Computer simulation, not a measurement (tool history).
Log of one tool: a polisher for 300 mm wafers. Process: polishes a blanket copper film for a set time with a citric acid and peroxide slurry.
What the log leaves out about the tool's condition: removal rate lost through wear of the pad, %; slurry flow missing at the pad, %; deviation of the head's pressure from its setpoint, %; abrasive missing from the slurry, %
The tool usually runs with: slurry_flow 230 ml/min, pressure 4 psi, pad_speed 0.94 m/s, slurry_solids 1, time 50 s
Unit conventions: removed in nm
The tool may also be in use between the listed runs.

run	hour	slurry_flow	pressure	pad_speed	slurry_solids	time	wafers since the last listed run	wafers polished on this pad	hours since the slurry nozzle was cleaned	hours since the head pressure was calibrated	hours since the slurry blender was calibrated	incoming thickness of the incoming film, nm	removed
1	0	280	4	0.94	1	50	0	483	176.4	721.2	76.3	845.7	149.9
2	8.5	205	4	0.94	1	50	112	595	184.9	729.7	84.8	846.4	141.7
# hour 20.3: head pressure recalibrated
3	20.8	230	4	0.94	0.85	50	136	732	197.2	0.5	97.1	831.6	138.6
4	32.6	230	4	0.94	1	50	155	887	209	12.3	108.9	854.9	144.1
5	39.6	230	4	0.94	1	50	92	980	216	19.3	115.9	845.7	144.4
6	50.2	230	4	0.94	1	50	140	1120	226.6	29.9	126.5	846.2	146.6
# hour 66.2: worn pad replaced by a new one
7	66.7	230	4	0.94	1	50	165	6	243.1	46.4	143	840.7	144.8
8	81.5	230	4	0.94	1	50	195	202	257.9	61.2	157.8	840.9	147.7
9	91.8	230	4	0.94	1	50	136	338	268.2	71.5	168.1	842	144.1
10	109	230	4	0.94	1	50	227	565	285.4	88.7	185.3	835.1	144.6
11	116.4	230	4	0.94	1.15	50	97	663	292.8	96.1	192.7	822.8	150.4
12	128.8	230	4.6	0.8	1	50	163	827	305.2	108.5	205.1	837.1	138.7
# hour 138.5: slurry blender recalibrated
13	145.6	230	4	0.94	1	50	195	1022	322	125.3	7.1	851.9	144.8
# hour 159.6: worn pad replaced by a new one
14	160.1	230	4	0.94	1	50	138	7	336.5	139.8	21.6	850.8	145
15	171.5	195	4	0.7	1	50	150	157	347.9	151.2	33	838.8	104.9
16	179.4	230	4	0.78	1	50	104	262	355.8	159.1	40.9	828.9	120.1
17	190.8	280	4	0.94	1	50	150	412	367.2	170.5	52.3	833.9	147.9
18	201.8	230	4	0.68	1.3	50	145	557	378.2	181.5	63.3	845	111.9
19	209.9	230	4	1.08	1	50	107	664	386.3	189.6	71.4	844.9	162.4
20	224.1	230	3	0.94	1	50	187	852	400.5	203.8	85.6	846.6	109.6
21	230.3	175	5.4	0.82	1	50	81	934	406.7	210	91.8	859.3	157.1
22	247.9	230	4	0.94	1	50	232	1166	424.3	227.6	109.4	839.1	140.8
# hour 260.3: slurry nozzle cleaned
23	263.3	230	4	1.14	1	50	190	1357	3	243	124.8	834.5	182
# hour 270.6: worn pad replaced by a new one
24	299.7	285	5.2	0.94	0.9	50	428	383	39.4	279.4	161.2	832.4	187.9
25	306.2	280	4	0.94	1	50	85	469	45.9	285.9	167.7	837.2	155.6
26	318.9	170	3.2	0.74	1	45	167	637	58.6	298.6	180.4	827.7	85.7
27	334.7	230	4	0.94	1	35	208	846	74.4	314.4	196.2	828.7	105
28	349	230	4	0.94	1	50	188	1035	88.7	328.7	210.5	833.8	148.8
29	358.3	230	4	0.66	1.2	50	122	1157	98	338	219.8	838.3	109.8
# hour 370.5: worn pad replaced by a new one
30	370.8	230	4	0.94	1	50	112	4	110.5	350.5	232.3	851.2	148.5
31	378.1	230	4	0.94	1	57	96	100	117.8	357.8	239.6	837.1	168.8

Hidden condition of the tool, last listed run before each entry between runs versus first listed run after:
Logged between run 2 and run 3: head pressure recalibrated (hour 20.3)
  slurry flow missing at the pad, %: 32.6 -> 33.6
  measured result minus the result with no hidden state, removed: -7 -> -6.5 nm
Logged between run 6 and run 7: worn pad replaced by a new one (hour 66.2)
  slurry flow missing at the pad, %: 35.6 -> 36.6
  measured result minus the result with no hidden state, removed: -7.5 -> -7.7 nm
Logged between run 12 and run 13: slurry blender recalibrated (hour 138.5)
  slurry flow missing at the pad, %: 39.6 -> 40.3
  measured result minus the result with no hidden state, removed: -8.3 -> -8.8 nm
Logged between run 13 and run 14: worn pad replaced by a new one (hour 159.6)
  slurry flow missing at the pad, %: 40.3 -> 40.8
  measured result minus the result with no hidden state, removed: -8.8 -> -9 nm
Logged between run 22 and run 23: slurry nozzle cleaned (hour 260.3)
  slurry flow missing at the pad, %: 43 -> 2.81
  measured result minus the result with no hidden state, removed: -9.5 -> -0.5 nm
Logged between run 23 and run 24: worn pad replaced by a new one (hour 270.6)
  slurry flow missing at the pad, %: 2.81 -> 10.7
  measured result minus the result with no hidden state, removed: -0.5 -> -1.8 nm
Logged between run 29 and run 30: worn pad replaced by a new one (hour 370.5)
  slurry flow missing at the pad, %: 20.2 -> 21.9
  measured result minus the result with no hidden state, removed: -2.7 -> -3.9 nm
